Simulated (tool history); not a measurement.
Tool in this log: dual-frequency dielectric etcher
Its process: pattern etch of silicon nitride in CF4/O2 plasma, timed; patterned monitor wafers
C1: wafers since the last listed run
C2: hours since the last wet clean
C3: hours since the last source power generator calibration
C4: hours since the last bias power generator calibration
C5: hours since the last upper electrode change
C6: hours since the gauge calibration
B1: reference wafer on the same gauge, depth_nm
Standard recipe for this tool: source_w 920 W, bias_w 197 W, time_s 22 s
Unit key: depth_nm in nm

Run 1, day 0: usual settings but source_w 1090 W, bias_w 229 W; C1 0; C2 279.3; C3 4378.3; C4 1201.7; C5 2385.3; C6 129.5; B1 83.5. Result: depth_nm 103.8 nm.
Run 2, day 0.729: usual settings but source_w 1090 W, bias_w 229 W; C1 304; C2 296.8; C3 4395.8; C4 1219.2; C5 2402.8; C6 147; B1 83.4. Result: depth_nm 103.9 nm.
Run 3, day 1.229: usual settings; C1 208; C2 308.8; C3 4407.8; C4 1231.2; C5 2414.8; C6 159; B1 83.1. Result: depth_nm 83.8 nm.
Run 4, day 1.733: usual settings; C1 210; C2 320.9; C3 4419.9; C4 1243.3; C5 2426.9; C6 171.1; B1 83.5. Result: depth_nm 83.8 nm.
Run 5, day 3.054: usual settings; C1 550; C2 352.6; C3 4451.6; C4 1275; C5 2458.6; C6 202.8; B1 83.3. Result: depth_nm 83.1 nm.
Run 6, day 3.679: usual settings; C1 260; C2 367.6; C3 4466.6; C4 1290; C5 2473.6; C6 217.8; B1 83.2. Result: depth_nm 84.9 nm.
Run 7, day 5.058: usual settings; C1 574; C2 400.7; C3 4499.7; C4 1323.1; C5 2506.7; C6 250.9; B1 83.3. Result: depth_nm 85.9 nm.
Run 8, day 6.158: usual settings; C1 458; C2 427.1; C3 4526.1; C4 1349.5; C5 2533.1; C6 277.3; B1 83.6. Result: depth_nm 86.5 nm.
At day 7.133: source power generator calibrated.
Run 9, day 7.208: usual settings; C1 368; C2 452.3; C3 1.8; C4 1374.7; C5 2558.3; C6 302.5; B1 83.4. Result: depth_nm 85.2 nm.
At day 8.5: upper electrode replaced.
Run 10, day 8.521: usual settings but bias_w 231 W; C1 130; C2 483.8; C3 33.3; C4 1406.2; C5 0.5; C6 334; B1 83.2. Result: depth_nm 92.9 nm.

Forecast run 11:
Run 11, day 8.9: usual settings but source_w 710 W, bias_w 233 W, time_s 18 s; C1 158; C2 492.9; C3 42.4; C4 1415.3; C5 9.6; C6 343.1; B1 ?. Result: depth_nm ?.

Run 11 came out at B1 83.4, depth_nm 63.6 nm.
If the tool had no hidden condition, the same run with the same run-to-run variation would have returned depth_nm 61.1 nm.
